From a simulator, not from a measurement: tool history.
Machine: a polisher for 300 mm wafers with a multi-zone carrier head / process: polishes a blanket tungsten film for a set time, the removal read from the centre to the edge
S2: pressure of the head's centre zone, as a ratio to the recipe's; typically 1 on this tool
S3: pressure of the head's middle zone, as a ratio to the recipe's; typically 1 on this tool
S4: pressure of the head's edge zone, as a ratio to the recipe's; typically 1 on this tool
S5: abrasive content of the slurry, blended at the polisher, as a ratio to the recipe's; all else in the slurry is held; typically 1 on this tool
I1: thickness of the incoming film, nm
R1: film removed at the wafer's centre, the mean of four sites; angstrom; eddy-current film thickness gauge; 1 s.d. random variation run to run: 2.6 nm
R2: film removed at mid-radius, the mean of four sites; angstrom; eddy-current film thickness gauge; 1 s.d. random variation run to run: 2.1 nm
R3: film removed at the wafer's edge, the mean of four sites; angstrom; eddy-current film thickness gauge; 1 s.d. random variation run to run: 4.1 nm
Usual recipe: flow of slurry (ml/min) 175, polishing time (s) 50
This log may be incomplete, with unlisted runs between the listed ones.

{"run": 1, "hour": 0.0, "flow of slurry (ml/min)": 175, "S2": 1, "S3": 1, "S4": 1, "S5": 1, "polishing time (s)": 50, "I1": 680.5, "R1": 2772, "R2": 2805, "R3": 2833}
{"hour": 23.4, "done": "carrier head's membrane replaced by a new one, of another model than before"}
{"run": 2, "hour": 29.4, "flow of slurry (ml/min)": 175, "S2": 1, "S3": 1, "S4": 1, "S5": 1, "polishing time (s)": 50, "I1": 693.7, "R1": 2755, "R2": 2767, "R3": 2819}
{"hour": 43.5, "done": "worn pad replaced by a new one"}
{"run": 3, "hour": 59.6, "flow of slurry (ml/min)": 175, "S2": 1, "S3": 1, "S4": 1, "S5": 1, "polishing time (s)": 50, "I1": 699.9, "R1": 2745, "R2": 2808, "R3": 2886}
{"run": 4, "hour": 91.0, "flow of slurry (ml/min)": 145, "S2": 1, "S3": 1.07, "S4": 0.92, "S5": 1, "polishing time (s)": 37, "I1": 684.9, "R1": 1915, "R2": 2181, "R3": 1965}
{"run": 5, "hour": 116.7, "flow of slurry (ml/min)": 175, "S2": 1, "S3": 1, "S4": 1, "S5": 1, "polishing time (s)": 41, "I1": 687.9, "R1": 2262, "R2": 2258, "R3": 2260}
{"run": 6, "hour": 149.9, "flow of slurry (ml/min)": 175, "S2": 1.06, "S3": 1, "S4": 1, "S5": 1, "polishing time (s)": 61, "I1": 688.6, "R1": 3680, "R2": 3429, "R3": 3461}
{"run": 7, "hour": 171.7, "flow of slurry (ml/min)": 175, "S2": 1, "S3": 1, "S4": 1, "S5": 1.2, "polishing time (s)": 50, "I1": 693.3, "R1": 2815, "R2": 2844, "R3": 2903}
{"hour": 183.9, "done": "edge zone pressure recalibrated"}
{"run": 8, "hour": 204.9, "flow of slurry (ml/min)": 175, "S2": 1, "S3": 1, "S4": 1, "S5": 1.15, "polishing time (s)": 50, "I1": 679, "R1": 2813, "R2": 2843, "R3": 2846}
{"run": 9, "hour": 219.3, "flow of slurry (ml/min)": 230, "S2": 1, "S3": 1, "S4": 1, "S5": 0.85, "polishing time (s)": 50, "I1": 695.6, "R1": 2786, "R2": 2807, "R3": 2776}
{"run": 10, "hour": 235.8, "flow of slurry (ml/min)": 155, "S2": 1, "S3": 1, "S4": 0.95, "S5": 0.85, "polishing time (s)": 35, "I1": 688.4, "R1": 1790, "R2": 1871, "R3": 1806}
{"hour": 263.4, "done": "worn pad replaced by a new one"}
{"run": 11, "hour": 267.1, "flow of slurry (ml/min)": 150, "S2": 1.07, "S3": 1, "S4": 1.08, "S5": 0.8, "polishing time (s)": 50, "I1": 698, "R1": 2833, "R2": 2595, "R3": 2762}
{"run": 12, "hour": 296.6, "flow of slurry (ml/min)": 175, "S2": 1, "S3": 1, "S4": 1, "S5": 1, "polishing time (s)": 50, "I1": 679.2, "R1": 2699, "R2": 2763, "R3": 2833}
{"run": 13, "hour": 313.7, "flow of slurry (ml/min)": 175, "S2": 1, "S3": 0.96, "S4": 1.07, "S5": 1, "polishing time (s)": 50, "I1": 691.8, "R1": 2706, "R2": 2626, "R3": 2877}
{"run": 14, "hour": 333.7, "flow of slurry (ml/min)": 175, "S2": 1, "S3": 1, "S4": 1, "S5": 1, "polishing time (s)": 50, "I1": 704.7, "R1": 2699, "R2": 2747, "R3": 2827}
{"run": 15, "hour": 356.3, "flow of slurry (ml/min)": 175, "S2": 1, "S3": 1.09, "S4": 1, "S5": 1, "polishing time (s)": 50, "I1": 700.3, "R1": 2696, "R2": 3018, "R3": 2772}
{"run": 16, "hour": 379.4, "flow of slurry (ml/min)": 175, "S2": 1, "S3": 1, "S4": 1, "S5": 1, "polishing time (s)": 50, "I1": 690.7, "R1": 2723, "R2": 2753, "R3": 2776}
{"run": 17, "hour": 413.8, "flow of slurry (ml/min)": 140, "S2": 0.96, "S3": 1, "S4": 1, "S5": 1.2, "polishing time (s)": 50, "I1": 695.7, "R1": 2494, "R2": 2664, "R3": 2787}
{"run": 18, "hour": 448.6, "flow of slurry (ml/min)": 175, "S2": 1, "S3": 1, "S4": 1, "S5": 1, "polishing time (s)": 63, "I1": 693.4, "R1": 3358, "R2": 3425, "R3": 3536}
{"hour": 460.0, "done": "worn pad replaced by a new one"}
{"run": 19, "hour": 479.4, "flow of slurry (ml/min)": 175, "S2": 0.91, "S3": 1, "S4": 0.89, "S5": 1, "polishing time (s)": 50, "I1": 679.8, "R1": 2292, "R2": 2694, "R3": 2664}
{"run": 20, "hour": 503.2, "flow of slurry (ml/min)": 190, "S2": 1, "S3": 1, "S4": 0.93, "S5": 1, "polishing time (s)": 50, "I1": 679.7, "R1": 2690, "R2": 2746, "R3": 2714}
{"run": 21, "hour": 527.3, "flow of slurry (ml/min)": 175, "S2": 1, "S3": 0.96, "S4": 0.96, "S5": 1, "polishing time (s)": 50, "I1": 701.1, "R1": 2646, "R2": 2550, "R3": 2727}
{"run": 22, "hour": 551.9, "flow of slurry (ml/min)": 175, "S2": 0.92, "S3": 1.11, "S4": 1, "S5": 1.3, "polishing time (s)": 40, "I1": 685.8, "R1": 1965, "R2": 2538, "R3": 2290}

What if the next run were any one of these 4? Each begins from the tool's condition after run 22:
{"run": "A", "hour": 552.3, "flow of slurry (ml/min)": 175, "S2": 1, "S3": 1, "S4": 1, "S5": 1, "polishing time (s)": 50, "I1": 679.9, "R1": "?", "R2": "?", "R3": "?"}
{"run": "B", "hour": 552.3, "flow of slurry (ml/min)": 175, "S2": 0.91, "S3": 1, "S4": 1, "S5": 1, "polishing time (s)": 50, "I1": 679.9, "R1": "?", "R2": "?", "R3": "?"}
{"run": "C", "hour": 552.3, "flow of slurry (ml/min)": 135, "S2": 1, "S3": 1.06, "S4": 1, "S5": 1, "polishing time (s)": 50, "I1": 679.9, "R1": "?", "R2": "?", "R3": "?"}
{"run": "D", "hour": 552.3, "flow of slurry (ml/min)": 175, "S2": 1, "S3": 1, "S4": 1.06, "S5": 1, "polishing time (s)": 50, "I1": 679.9, "R1": "?", "R2": "?", "R3": "?"}

run=A R1=2641 R2=2672 R3=2776
run=B R1=2302 R2=2674 R3=2776
run=C R1=2481 R2=2704 R3=2668
run=D R1=2641 R2=2672 R3=2832
Without the tool's unlogged condition, the same runs would have read:
run=A R1=2774 R2=2792 R3=2866
run=B R1=2418 R2=2794 R3=2866
run=C R1=2642 R2=2857 R3=2773
run=D R1=2774 R2=2791 R3=2923
